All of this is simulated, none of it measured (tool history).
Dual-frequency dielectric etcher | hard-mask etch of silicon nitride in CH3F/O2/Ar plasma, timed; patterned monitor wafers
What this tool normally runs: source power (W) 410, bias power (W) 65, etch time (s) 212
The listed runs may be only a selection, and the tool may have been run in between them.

run,hour,source power (W),bias power (W),etch time (s),wafers since the last listed run,hours since the last wet clean,hours since the last source power generator calibration,hours since the last bias power generator calibration,hours since the last upper electrode change,hours since the gauge calibration,"read-back reference wafer on the same gauge, depth_nm",mean etch depth across the wafer (angstrom)
1,0,410,65,174.5,0,688,1494.6,2686.7,2247.5,2530.2,175.1,1156
# hour 24.1: wet clean of the chamber
# hour 201: gauge calibrated
2,261.8,410,65,212,1528,237.7,1756.4,2948.5,2509.3,60.8,174.7,1461
3,328.3,410,65,212,427,304.2,1822.9,3015,2575.8,127.3,175.1,1423
4,421.4,410,65,212,598,397.3,1916,3108.1,2668.9,220.4,175.2,1431
5,485.5,410,65,212,412,461.4,1980.1,3172.2,2733,284.5,174.7,1431
6,535.2,410,65,212,319,511.1,2029.8,3221.9,2782.7,334.2,175.1,1424
# hour 587.8: wet clean of the chamber
7,588.3,410,65,212,187,0.5,2082.9,3275,2835.8,387.3,175,1485
8,681.2,410,65,212,597,93.4,2175.8,3367.9,2928.7,480.2,175.1,1469
9,755.4,330,65,189,476,167.6,2250,3442.1,3002.9,554.4,174.6,1198
# hour 787.7: upper electrode replaced, of another model than before
10,822.1,410,57,160.5,274,234.3,2316.7,3508.8,34.4,621.1,175,1063
11,884.4,500,76,176.5,400,296.6,2379,3571.1,96.7,683.4,175.5,1302
12,946.4,410,75,212,398,358.6,2441,3633.1,158.7,745.4,175.2,1479
13,984.9,410,65,166.5,247,397.1,2479.5,3671.6,197.2,783.9,174.7,1128
14,1034.9,410,59,264.5,321,447.1,2529.5,3721.6,247.2,833.9,175.1,1750
# hour 1064.1: source power generator calibrated
15,1096.4,450,54,166,369,508.6,32.3,3783.1,308.7,895.4,175.3,1090
16,1141,410,65,212,286,553.2,76.9,3827.7,353.3,940,175,1429
# hour 1211: wet clean of the chamber
17,1236.1,370,75,178,456,25.1,172,3922.8,448.4,1035.1,174.8,1259
# hour 1254.1: bias power generator calibrated
18,1280.3,330,65,189,258,69.3,216.2,26.2,492.6,1079.3,175,1252
19,1328.9,500,60,247,312,117.9,264.8,74.8,541.2,1127.9,175,1790
20,1420.4,410,72,165,588,209.4,356.3,166.3,632.7,1219.4,174.8,1166
21,1492.7,490,65,270.5,464,281.7,428.6,238.6,705,1291.7,174.6,1954
22,1569.1,410,54,212,491,358.1,505,315,781.4,1368.1,174.5,1372

For run 23, what comes out?
23,1620.2,490,65,212,328,409.2,556.1,366.1,832.5,1419.2,?,?

{"run 23": {"read-back reference wafer on the same gauge, depth_nm": 175.4, "mean etch depth across the wafer (angstrom)": 1505}}
Without the tool's hidden state the same run would have given mean etch depth across the wafer (angstrom) 1552.
